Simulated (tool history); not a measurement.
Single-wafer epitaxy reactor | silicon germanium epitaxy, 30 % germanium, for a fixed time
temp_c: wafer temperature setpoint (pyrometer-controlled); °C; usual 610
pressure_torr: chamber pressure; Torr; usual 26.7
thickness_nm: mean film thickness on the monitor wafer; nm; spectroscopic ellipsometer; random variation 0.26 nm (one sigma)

run	hour	temp_c	pressure_torr	read-back reference wafer on the same gauge, thickness_nm	thickness_nm
1	0.0	610	26.7	91.015	81.651
2	41.6	610	26.7	90.888	81.769
3	133.8	610	26.7	90.892	81.245
4	231.4	610	26.7	90.929	81.783
5	322.7	610	26.7	90.962	81.704
6	411.0	610	26.7	90.805	82.435
7	495.4	610	26.7	90.924	81.506
8	539.6	610	26.7	90.973	81.998
# hour 572.2: gauge calibrated
# hour 732.7: capacitance manometer re-zeroed and calibrated
9	756.3	604	23.0	90.761	68.347
# hour 828.5: pyrometer calibrated
10	844.4	599	33.0	90.901	74.096
11	918.8	604	21.2	91.019	66.125
12	980.7	610	26.7	90.884	80.464
# hour 1027.0: showerhead replaced
13	1066.3	610	26.7	90.982	80.819
14	1145.8	604	31.5	91.006	79.056
15	1214.8	606	20.1	90.971	67.914
16	1257.3	599	21.3	90.968	62.330
17	1326.5	596	32.1	90.927	70.513

Measured less the same run without the tool's hidden state. The same run-to-run variation is in both; the gauge's scatter may not be:
The hidden state here: wafer temperature above the value expected at the setpoint (K); true pressure above the setpoint (%); gauge reads high (%).
run	thickness_nm
1	+2.252
2	+2.305
3	+2.388
4	+2.491
5	+2.556
6	+2.634
7	+2.648
8	+2.684
9	+0.505
10	+0.932
11	+1.076
12	+1.524
13	+1.787
14	+1.945
15	+1.796
16	+1.712
17	+2.042
